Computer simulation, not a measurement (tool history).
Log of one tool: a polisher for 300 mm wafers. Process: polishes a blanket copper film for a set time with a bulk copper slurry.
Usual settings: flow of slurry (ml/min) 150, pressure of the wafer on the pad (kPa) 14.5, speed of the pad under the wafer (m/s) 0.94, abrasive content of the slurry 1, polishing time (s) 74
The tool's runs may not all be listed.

run	hour	flow of slurry (ml/min)	pressure of the wafer on the pad (kPa)	speed of the pad under the wafer (m/s)	abrasive content of the slurry	polishing time (s)	incoming thickness of the incoming film, nm	film removed (nm)
1	0	170	16.5	0.94	1	74	2512.2	620.4
2	17.4	170	16.5	0.94	1	74	2457	604.4
3	45.5	170	16.5	0.94	1	74	2496	601.9
4	80.1	150	14.5	0.94	1	74	2490	495.8
# hour 83.1: slurry blender recalibrated
5	103.7	150	14.5	0.94	1	74	2509.2	529.5
# hour 117.3: worn pad replaced by a new one
6	117.8	150	11	0.94	1	74	2524.2	425.4
7	129.7	150	11	0.94	1	74	2451.8	417.7
8	147	150	11	0.94	1	74	2497.2	404.9
9	172.1	150	16.5	0.94	1	74	2499.5	583.6
10	197.1	150	14.5	0.94	1	74	2527.5	506
11	215.8	150	14.5	0.94	1	74	2464	499
# hour 248.2: slurry nozzle cleaned
12	249.1	150	14.5	0.94	1	74	2489.8	474.6
# hour 257.5: slurry blender recalibrated
# hour 264.1: worn pad replaced by a new one
13	267.2	150	14.5	0.94	1	74	2474.1	560.4
14	293.3	105	14.5	0.94	1	86	2523.6	588.2
15	306.3	150	10.3	0.86	0.75	52	2492.7	222.8
16	337.8	125	17.2	0.94	1.25	74	2498.5	637.6
17	352.7	150	14.5	0.82	1.25	74	2515.7	484.1
18	379.8	195	14.5	0.94	1	74	2478.1	521.1
19	395.9	150	14.5	0.82	1	74	2507.6	421.1
# hour 405.8: head pressure recalibrated
20	413.5	150	14.5	0.94	1	74	2505.5	476.5
# hour 420.9: slurry blender recalibrated
# hour 425.2: worn pad replaced by a new one
21	436.2	150	14.5	0.94	1	74	2486.1	542.8
22	448.9	150	18.6	0.72	1	91	2518.2	662.3
23	483.6	150	14.5	1.16	1	74	2535.9	637.1
24	519	150	14.5	1.1	1	74	2489	583.6
25	548.3	150	14.5	0.94	1	74	2538.8	501.1
# hour 564.4: worn pad replaced by a new one
26	566.2	190	14.5	0.84	1	74	2526.4	473.6

Hidden state or all else? Some run-to-run changes of film removed (nm), split into what the settings, what came in and random variation would give without the hidden state, and what is left for the hidden state (with any gauge scatter that isn't in both results):
The hidden state here: removal rate lost through wear of the pad, %; slurry flow missing at the pad, %; deviation of the head's pressure from its setpoint, %; abrasive missing from the slurry, %.
Run 12 -> 13: slurry blender recalibrated, worn pad replaced by a new one. film removed (nm) +85.8: hidden state +88, all else -2.2.
Run 14 -> 15: flow of slurry (ml/min) 105 -> 150, pressure of the wafer on the pad (kPa) 14.5 -> 10.3, speed of the pad under the wafer (m/s) 0.94 -> 0.86, abrasive content of the slurry 1 -> 0.75, polishing time (s) 86 -> 52. film removed (nm) -365.4: hidden state +11, all else -376.4.
Run 15 -> 16: flow of slurry (ml/min) 150 -> 125, pressure of the wafer on the pad (kPa) 10.3 -> 17.2, speed of the pad under the wafer (m/s) 0.86 -> 0.94, abrasive content of the slurry 0.75 -> 1.25, polishing time (s) 52 -> 74. film removed (nm) +414.8: hidden state -46.5, all else +461.3.
Run 20 -> 21: slurry blender recalibrated, worn pad replaced by a new one. film removed (nm) +66.3: hidden state +78.7, all else -12.4.

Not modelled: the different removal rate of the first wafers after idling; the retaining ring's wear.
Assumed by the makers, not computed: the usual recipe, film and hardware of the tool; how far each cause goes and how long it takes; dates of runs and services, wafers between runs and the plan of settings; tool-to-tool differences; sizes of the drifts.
